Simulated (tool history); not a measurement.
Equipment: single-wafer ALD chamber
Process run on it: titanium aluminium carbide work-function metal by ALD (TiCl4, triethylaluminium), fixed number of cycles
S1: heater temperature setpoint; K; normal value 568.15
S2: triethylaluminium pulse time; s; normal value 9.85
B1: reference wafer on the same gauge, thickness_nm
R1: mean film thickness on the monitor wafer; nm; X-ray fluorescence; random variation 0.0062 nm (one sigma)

Run 1, hour 0: usual settings; B1 2.04. Result: R1 2.15 nm.
Run 2, hour 12.6: usual settings; B1 2.038. Result: R1 2.146 nm.
Run 3, hour 20.5: usual settings; B1 2.039. Result: R1 2.148 nm.
Run 4, hour 28.5: usual settings; B1 2.041. Result: R1 2.148 nm.
Run 5, hour 45.4: usual settings; B1 2.041. Result: R1 2.132 nm.
Run 6, hour 59.4: usual settings; B1 2.039. Result: R1 2.138 nm.
Run 7, hour 75.4: usual settings but S1 572.15 K; B1 2.041. Result: R1 2.172 nm.
Run 8, hour 81.8: usual settings but S1 572.15 K; B1 2.04. Result: R1 2.173 nm.
At hour 91.7: gauge calibrated.
Run 9, hour 99.2: usual settings but S2 8.18 s; B1 2.039. Result: R1 1.938 nm.
Run 10, hour 107.7: usual settings but S2 8.18 s; B1 2.042. Result: R1 1.94 nm.
Run 11, hour 115: usual settings but S2 8.18 s; B1 2.04. Result: R1 1.946 nm.
Run 12, hour 126.1: usual settings; B1 2.043. Result: R1 2.144 nm.
Run 13, hour 141: usual settings; B1 2.041. Result: R1 2.148 nm.
Run 14, hour 158.1: usual settings but S1 556.15 K, S2 7.21 s; B1 2.042. Result: R1 1.692 nm.
At hour 177.5: showerhead replaced, of another model than before.
Run 15, hour 178: usual settings but S1 561.15 K, S2 7.22 s; B1 2.039. Result: R1 2.137 nm.
Run 16, hour 183.9: usual settings but S1 564.15 K, S2 13.14 s; B1 2.04. Result: R1 2.357 nm.
Run 17, hour 192.7: usual settings but S1 574.15 K, S2 12.21 s; B1 2.041. Result: R1 2.436 nm.
Run 18, hour 199.6: usual settings but S1 560.15 K, S2 8.24 s; B1 2.039. Result: R1 2.174 nm.
Run 19, hour 206: usual settings; B1 2.039. Result: R1 2.311 nm.
Run 20, hour 218.6: usual settings but S1 559.15 K, S2 11.22 s; B1 2.04. Result: R1 2.267 nm.
Run 21, hour 232.6: usual settings but S1 559.15 K, S2 7.08 s; B1 2.039. Result: R1 2.099 nm.
At hour 242.5: triethylaluminium bottle replaced.
Run 22, hour 243: usual settings but S1 556.15 K, S2 12.67 s; B1 2.04. Result: R1 2.327 nm.
At hour 258.1: thermocouple changed; heater temperature recalibrated.
Run 23, hour 258.6: usual settings but S1 575.15 K, S2 6.84 s; B1 2.04. Result: R1 2.364 nm.
Run 24, hour 269.8: usual settings but S1 563.15 K, S2 12.47 s; B1 2.04. Result: R1 2.39 nm.
Run 25, hour 283.7: usual settings but S2 11.61 s; B1 2.039. Result: R1 2.424 nm.
Run 26, hour 293.3: usual settings; B1 2.038. Result: R1 2.388 nm.
Run 27, hour 307.8: usual settings but S1 574.15 K, S2 6.94 s; B1 2.039. Result: R1 2.351 nm.
Run 28, hour 319.6: usual settings but S2 11.61 s; B1 2.04. Result: R1 2.43 nm.
Run 29, hour 334.4: usual settings but S1 574.15 K, S2 6.77 s; B1 2.038. Result: R1 2.323 nm.
Run 30, hour 340.8: usual settings; B1 2.041. Result: R1 2.39 nm.
Run 31, hour 350.2: usual settings but S1 559.15 K, S2 12.78 s; B1 2.039. Result: R1 2.352 nm.
Run 32, hour 364.8: usual settings; B1 2.038. Result: R1 2.386 nm.
Run 33, hour 377.4: usual settings but S1 554.15 K, S2 7.3 s; B1 2.041. Result: R1 2.166 nm.
Run 34, hour 384.7: usual settings but S2 13.6 s; B1 2.037. Result: R1 2.448 nm.

Branching from run 34: 3 alternative next runs. What would each branch give?
Run A, hour 385.1: usual settings; B1 ?. Result: R1 ?.
Run B, hour 385.1: usual settings but S1 581.15 K, S2 13.77 s; B1 ?. Result: R1 ?.
Run C, hour 385.1: usual settings but S1 563.15 K, S2 11.28 s; B1 ?. Result: R1 ?.

run     B1     R1
  A  2.039  2.377
  B  2.039  2.566
  C  2.039  2.361
What these runs would have given with no unlogged condition in the tool:
run     R1
  A  2.406
  B  2.582
  C  2.383

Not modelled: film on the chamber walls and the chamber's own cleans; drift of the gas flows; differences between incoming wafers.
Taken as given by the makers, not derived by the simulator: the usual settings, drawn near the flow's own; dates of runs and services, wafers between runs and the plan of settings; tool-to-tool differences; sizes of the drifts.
